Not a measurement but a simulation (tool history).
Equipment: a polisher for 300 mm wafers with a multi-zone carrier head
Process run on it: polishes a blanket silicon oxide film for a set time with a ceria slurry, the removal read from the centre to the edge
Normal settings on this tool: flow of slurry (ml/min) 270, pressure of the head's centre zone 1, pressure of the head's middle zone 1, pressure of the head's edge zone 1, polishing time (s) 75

run,hour,flow of slurry (ml/min),pressure of the head's centre zone,pressure of the head's middle zone,pressure of the head's edge zone,polishing time (s),"incoming thickness of the incoming film, nm",film removed at the wafer's centre (Å),film removed at mid-radius (Å),film removed at the wafer's edge (Å)
1,0,315,1,1,1,75,1660,2653,2669,2653
2,36.3,270,1.07,0.88,0.89,82,1644.3,2989,2689,2688
# hour 60.1: worn pad replaced by a new one
# hour 70: edge zone pressure recalibrated
3,70.5,270,1,1,1,75,1625.9,2592,2650,2576
4,99.4,270,1,1.07,1,60,1640,2049,2157,2074
# hour 129.3: slurry nozzle cleaned
5,146.3,325,1.09,1,1,54,1642.3,2143,2027,1982
# hour 193.8: centre zone pressure recalibrated
6,299,270,1,0.95,1.05,75,1642.9,2721,2622,2759
7,347.5,270,1,0.9,1,54,1662.7,1941,1812,1937
8,395.5,270,1,1,1,75,1625.7,2746,2721,2674
# hour 470.8: worn pad replaced by a new one
9,569,270,1,1,1,75,1658.9,2666,2683,2650
10,632.2,270,1,1,1,75,1618,2594,2686,2618
# hour 642.2: centre zone pressure recalibrated
# hour 652.1: carrier head's membrane replaced by a new one
11,689.6,340,1.05,1,1.09,101,1622.9,3832,3657,3739
12,714.2,270,1,1,1,75,1625.1,2597,2647,2627
13,777.6,270,1,1,0.97,75,1634.7,2586,2618,2561
14,817.2,225,0.95,0.9,1,75,1640.9,2362,2325,2552
15,844,195,1,1,1,55,1653.8,1744,1780,1805
16,901.3,210,1,0.94,1.03,75,1652.9,2348,2322,2485
# hour 922.1: worn pad replaced by a new one
# hour 922.7: edge zone pressure recalibrated
17,927.8,340,1,1,1.11,75,1658.9,2548,2588,2737
18,996.3,270,1,1,1,75,1649.6,2309,2458,2469
# hour 999.6: slurry nozzle cleaned
19,1026.5,270,1,1,1,75,1662.7,2687,2675,2677
20,1053.3,305,1,1,1,75,1621.4,2769,2804,2715

The next listed run, before its measurement:
21,1122.7,195,1,1.11,1,75,1660.8,?,?,?

film removed at the wafer's centre (Å): 2535
film removed at mid-radius (Å): 2825
film removed at the wafer's edge (Å): 2608
The same run, on a tool lacking any hidden state, would have yielded film removed at the wafer's centre (Å) 2547, film removed at mid-radius (Å) 2836, film removed at the wafer's edge (Å) 2616.
